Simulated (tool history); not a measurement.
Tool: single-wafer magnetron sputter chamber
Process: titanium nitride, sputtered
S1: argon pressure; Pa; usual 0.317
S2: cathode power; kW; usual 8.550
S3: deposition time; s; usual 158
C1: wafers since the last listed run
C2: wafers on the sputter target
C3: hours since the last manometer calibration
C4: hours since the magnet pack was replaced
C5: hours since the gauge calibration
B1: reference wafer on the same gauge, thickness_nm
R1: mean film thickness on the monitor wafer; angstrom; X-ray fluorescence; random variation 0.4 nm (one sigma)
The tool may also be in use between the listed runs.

run 1 hour=0.0 | S1=0.317 S2=8.550 S3=158 | C1=0 C2=5807 C3=1309.0 C4=6571.6 C5=133.8 | B1=235.070 | R1=2572.56
run 2 hour=7.7 | S1=0.317 S2=8.550 S3=158 | C1=57 C2=5865 C3=1316.7 C4=6579.3 C5=141.5 | B1=235.019 | R1=2569.77
run 3 hour=17.7 | S1=0.317 S2=8.550 S3=158 | C1=74 C2=5940 C3=1326.7 C4=6589.3 C5=151.5 | B1=234.994 | R1=2568.12
run 4 hour=28.6 | S1=0.317 S2=8.550 S3=158 | C1=81 C2=6021 C3=1337.6 C4=6600.2 C5=162.4 | B1=235.028 | R1=2564.20
run 5 hour=38.7 | S1=0.317 S2=8.550 S3=158 | C1=75 C2=6097 C3=1347.7 C4=6610.3 C5=172.5 | B1=235.023 | R1=2563.64
run 6 hour=44.8 | S1=0.237 S2=9.550 S3=158 | C1=45 C2=6142 C3=1353.8 C4=6616.4 C5=178.6 | B1=235.020 | R1=2879.60
run 7 hour=52.7 | S1=0.317 S2=8.550 S3=158 | C1=59 C2=6201 C3=1361.7 C4=6624.3 C5=186.5 | B1=234.979 | R1=2557.94
run 8 hour=67.6 | S1=0.317 S2=8.550 S3=158 | C1=111 C2=6313 C3=1376.6 C4=6639.2 C5=201.4 | B1=234.996 | R1=2556.16
run 9 hour=76.9 | S1=0.317 S2=8.550 S3=158 | C1=69 C2=6382 C3=1385.9 C4=6648.5 C5=210.7 | B1=234.985 | R1=2552.42
-- hour=94.7 magnet pack replaced
run 10 hour=95.2 | S1=0.317 S2=7.200 S3=158 | C1=77 C2=6459 C3=1404.2 C4=0.5 C5=229.0 | B1=235.049 | R1=2219.55
run 11 hour=103.7 | S1=0.317 S2=7.200 S3=158 | C1=63 C2=6523 C3=1412.7 C4=9.0 C5=237.5 | B1=235.034 | R1=2217.23
run 12 hour=119.1 | S1=0.317 S2=8.550 S3=158 | C1=115 C2=6638 C3=1428.1 C4=24.4 C5=252.9 | B1=235.040 | R1=2547.00
-- hour=131.9 sputter target and shields replaced
-- hour=139.1 capacitance manometer re-zeroed and calibrated
run 13 hour=139.6 | S1=0.317 S2=8.550 S3=158 | C1=40 C2=4 C3=0.5 C4=44.9 C5=273.4 | B1=235.057 | R1=2683.14
run 14 hour=142.0 | S1=0.317 S2=8.550 S3=158 | C1=17 C2=21 C3=2.9 C4=47.3 C5=275.8 | B1=234.971 | R1=2692.52
run 15 hour=151.9 | S1=0.281 S2=9.700 S3=174 | C1=74 C2=96 C3=12.8 C4=57.2 C5=285.7 | B1=234.988 | R1=3319.37
run 16 hour=162.3 | S1=0.317 S2=9.400 S3=158 | C1=77 C2=173 C3=23.2 C4=67.6 C5=296.1 | B1=235.040 | R1=2898.90
run 17 hour=174.5 | S1=0.317 S2=8.550 S3=158 | C1=91 C2=264 C3=35.4 C4=79.8 C5=308.3 | B1=234.973 | R1=2682.15
run 18 hour=190.1 | S1=0.274 S2=8.550 S3=158 | C1=116 C2=381 C3=51.0 C4=95.4 C5=323.9 | B1=234.896 | R1=2718.00
-- hour=190.4 gauge calibrated
run 19 hour=206.4 | S1=0.317 S2=8.550 S3=158 | C1=121 C2=503 C3=67.3 C4=111.7 C5=16.0 | B1=235.031 | R1=2680.83
run 20 hour=214.0 | S1=0.392 S2=9.550 S3=182 | C1=56 C2=560 C3=74.9 C4=119.3 C5=23.6 | B1=234.956 | R1=3306.10
run 21 hour=227.4 | S1=0.317 S2=8.550 S3=158 | C1=100 C2=660 C3=88.3 C4=132.7 C5=37.0 | B1=234.984 | R1=2681.63
run 22 hour=243.9 | S1=0.415 S2=9.450 S3=172 | C1=123 C2=783 C3=104.8 C4=149.2 C5=53.5 | B1=234.983 | R1=3072.65
run 23 hour=251.0 | S1=0.317 S2=7.200 S3=169 | C1=53 C2=836 C3=111.9 C4=156.3 C5=60.6 | B1=235.035 | R1=2501.08
run 24 hour=264.4 | S1=0.317 S2=10.050 S3=158 | C1=100 C2=937 C3=125.3 C4=169.7 C5=74.0 | B1=235.002 | R1=3065.19
run 25 hour=280.6 | S1=0.441 S2=9.450 S3=143 | C1=121 C2=1058 C3=141.5 C4=185.9 C5=90.2 | B1=235.021 | R1=2532.92
run 26 hour=287.3 | S1=0.317 S2=8.550 S3=158 | C1=50 C2=1108 C3=148.2 C4=192.6 C5=96.9 | B1=234.933 | R1=2684.09

4 ways to go on from here, each from the tool as it stands after run 26. What would each give?
run A hour=287.7 | S1=0.317 S2=10.300 S3=158 | C1=2 C2=1111 C3=148.6 C4=193.0 C5=97.3 | B1=? | R1=?
run B hour=287.7 | S1=0.192 S2=8.550 S3=158 | C1=2 C2=1111 C3=148.6 C4=193.0 C5=97.3 | B1=? | R1=?
run C hour=287.7 | S1=0.317 S2=10.500 S3=158 | C1=2 C2=1111 C3=148.6 C4=193.0 C5=97.3 | B1=? | R1=?
run D hour=287.7 | S1=0.257 S2=9.950 S3=134 | C1=2 C2=1111 C3=148.6 C4=193.0 C5=97.3 | B1=? | R1=?

run=A B1=234.970 R1=3126.10
run=B B1=234.970 R1=2788.31
run=C B1=234.970 R1=3177.32
run=D B1=234.970 R1=2625.45
Without the tool's hidden state the same runs would have given:
run=A R1=3134.37
run=B R1=2795.69
run=C R1=3185.72
run=D R1=2632.40
